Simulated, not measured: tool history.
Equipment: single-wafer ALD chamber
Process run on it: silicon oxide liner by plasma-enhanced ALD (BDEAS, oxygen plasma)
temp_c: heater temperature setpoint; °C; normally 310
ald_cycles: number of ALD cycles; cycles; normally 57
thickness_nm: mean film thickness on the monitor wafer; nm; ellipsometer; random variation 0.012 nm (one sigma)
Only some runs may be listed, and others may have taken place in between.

run    hour  temp_c  ald_cycles  read-back reference wafer on the same gauge, thickness_nm  thickness_nm
  1       0     310          57                                                      4.473         4.992
  2    48.6     310          57                                                      4.472         4.981
  3   110.4     310          57                                                      4.478         4.997
  4   172.4     310          57                                                      4.479         5.004
  5   227.8     310          57                                                      4.482         5.024
  6   299.6     310          57                                                      4.482         5.026
  7     366     310          57                                                      4.481         5.041
  8   398.1     310          57                                                      4.482          5.01
      398.6  -- gauge calibrated
      425.9  -- thermocouple changed; heater temperature recalibrated
  9   480.3     300          52                                                      4.411         4.572
 10   523.1     310          67                                                      4.427         5.825
 11   555.4     310          63                                                      4.434         5.471
 12   619.4     310          67                                                      4.445          5.86
 13   738.2     298          47                                                       4.46         4.179
 14     788     320          57                                                      4.464         4.935
 15   844.5     322          64                                                      4.471         5.509
 16  1003.5     314          46                                                      4.483         4.027

Per-run results on a tool with no hidden state, each run keeping its own random variation:
The hidden state here: wafer temperature above the value expected at the setpoint (K); gauge reads high (%).
run  thickness_nm
  1         4.901
  2         4.888
  3         4.902
  4         4.907
  5         4.925
  6         4.925
  7         4.939
  8         4.908
  9         4.547
 10         5.779
 11         5.419
 12         5.788
 13         4.112
 14          4.85
 15         5.407
 16         3.943
